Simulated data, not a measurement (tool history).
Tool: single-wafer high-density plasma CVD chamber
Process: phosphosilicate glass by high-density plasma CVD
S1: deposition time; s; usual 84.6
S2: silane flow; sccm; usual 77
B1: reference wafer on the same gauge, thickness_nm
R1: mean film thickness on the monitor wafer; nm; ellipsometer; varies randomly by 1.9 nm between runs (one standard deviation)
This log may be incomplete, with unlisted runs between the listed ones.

run   hour    S1  S2       B1       R1
  1    0.0  84.6  73  645.695  627.907
  2   38.7  84.6  73  646.283  625.763
  3  107.6  84.6  77  645.411  654.787
  4  150.2  84.6  77  646.455  656.890
  5  185.8  84.6  77  646.068  654.444
  6  217.2  84.6  77  645.694  654.763
  7  277.8  84.6  77  646.406  654.043
  8  305.7  84.6  77  646.613  651.865
  9  366.5  84.6  66  645.773  556.143
 10  414.8  91.3  77  645.914  698.824
 11  563.9  95.0  92  645.932  863.797
     578.5  -- gauge calibrated
     586.1  -- silane flow controller replaced
 12  618.2  70.0  77  645.198  553.732
 13  664.3  84.6  91  646.512  788.920
 14  714.6  84.6  86  646.039  743.243
 15  756.1  84.6  77  645.893  668.572
 16  799.1  84.6  77  646.044  669.404
 17  860.2  92.7  72  645.927  682.069
 18  929.4  93.4  67  645.941  638.211

What if the next run were any one of these 4? Each begins from the tool's condition after run 18:
  A  929.8  84.6  84   ?   ?
  B  929.8  68.9  77   ?   ?
  C  929.8  84.6  64   ?   ?
  D  929.8  93.3  77   ?   ?

run       B1       R1
  A  645.997  726.999
  B  645.997  542.743
  C  645.997  553.904
  D  645.997  734.948
With no hidden state in the tool, these same runs would have given:
run       R1
  A  729.914
  B  544.919
  C  556.125
  D  737.895
